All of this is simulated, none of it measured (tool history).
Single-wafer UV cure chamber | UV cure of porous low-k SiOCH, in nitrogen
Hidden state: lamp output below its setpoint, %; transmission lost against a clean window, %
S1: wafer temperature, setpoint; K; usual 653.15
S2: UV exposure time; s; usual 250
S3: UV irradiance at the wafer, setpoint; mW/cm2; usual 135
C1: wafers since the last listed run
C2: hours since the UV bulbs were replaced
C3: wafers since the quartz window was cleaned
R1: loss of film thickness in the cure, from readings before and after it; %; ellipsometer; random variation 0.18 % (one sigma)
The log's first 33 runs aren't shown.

| run | hour | S1 | S2 | S3 | C1 | C2 | C3 | R1 |
|---|---|---|---|---|---|---|---|---|
| 34 | 431.6 | 653.15 | 250 | 174 | 85 | 1097.5 | 770 | 13.834 |
|  | 449.8 | UV bulbs replaced |
| 35 | 450.3 | 653.15 | 365 | 158 | 59 | 0.5 | 830 | 15.45 |
| 36 | 460.9 | 653.15 | 250 | 135 | 59 | 11.1 | 889 | 12.56 |
| 37 | 499.1 | 646.15 | 295 | 135 | 214 | 49.3 | 1103 | 13.359 |
| 38 | 508.4 | 642.15 | 335 | 117 | 52 | 58.6 | 1155 | 13.249 |
| 39 | 518.7 | 645.15 | 250 | 135 | 57 | 68.9 | 1213 | 12.452 |
| 40 | 530.9 | 653.15 | 250 | 135 | 68 | 81.1 | 1281 | 12.536 |
| 41 | 548.7 | 634.15 | 375 | 154 | 99 | 98.9 | 1381 | 14.256 |
| 42 | 560.8 | 653.15 | 250 | 135 | 67 | 111 | 1449 | 12.842 |
| 43 | 570 | 653.15 | 250 | 135 | 51 | 120.2 | 1500 | 12.328 |
| 44 | 585.1 | 670.15 | 400 | 174 | 84 | 135.3 | 1585 | 16.397 |

4 ways to go on from here, each from the tool as it stands after run 44. What would each give?
| A | 585.6 | 653.15 | 250 | 155 | 2 | 135.8 | 1588 | ? |
| B | 585.6 | 653.15 | 295 | 135 | 2 | 135.8 | 1588 | ? |
| C | 585.6 | 667.15 | 250 | 171 | 2 | 135.8 | 1588 | ? |
| D | 585.6 | 643.15 | 355 | 166 | 2 | 135.8 | 1588 | ? |

| run | R1 |
|---|---|
| A | 13.73 |
| B | 13.857 |
| C | 14.447 |
| D | 15.495 |
Without the tool's hidden state the same runs would have given:
| run | R1 |
|---|---|
| A | 13.73 |
| B | 13.857 |
| C | 14.447 |
| D | 15.495 |
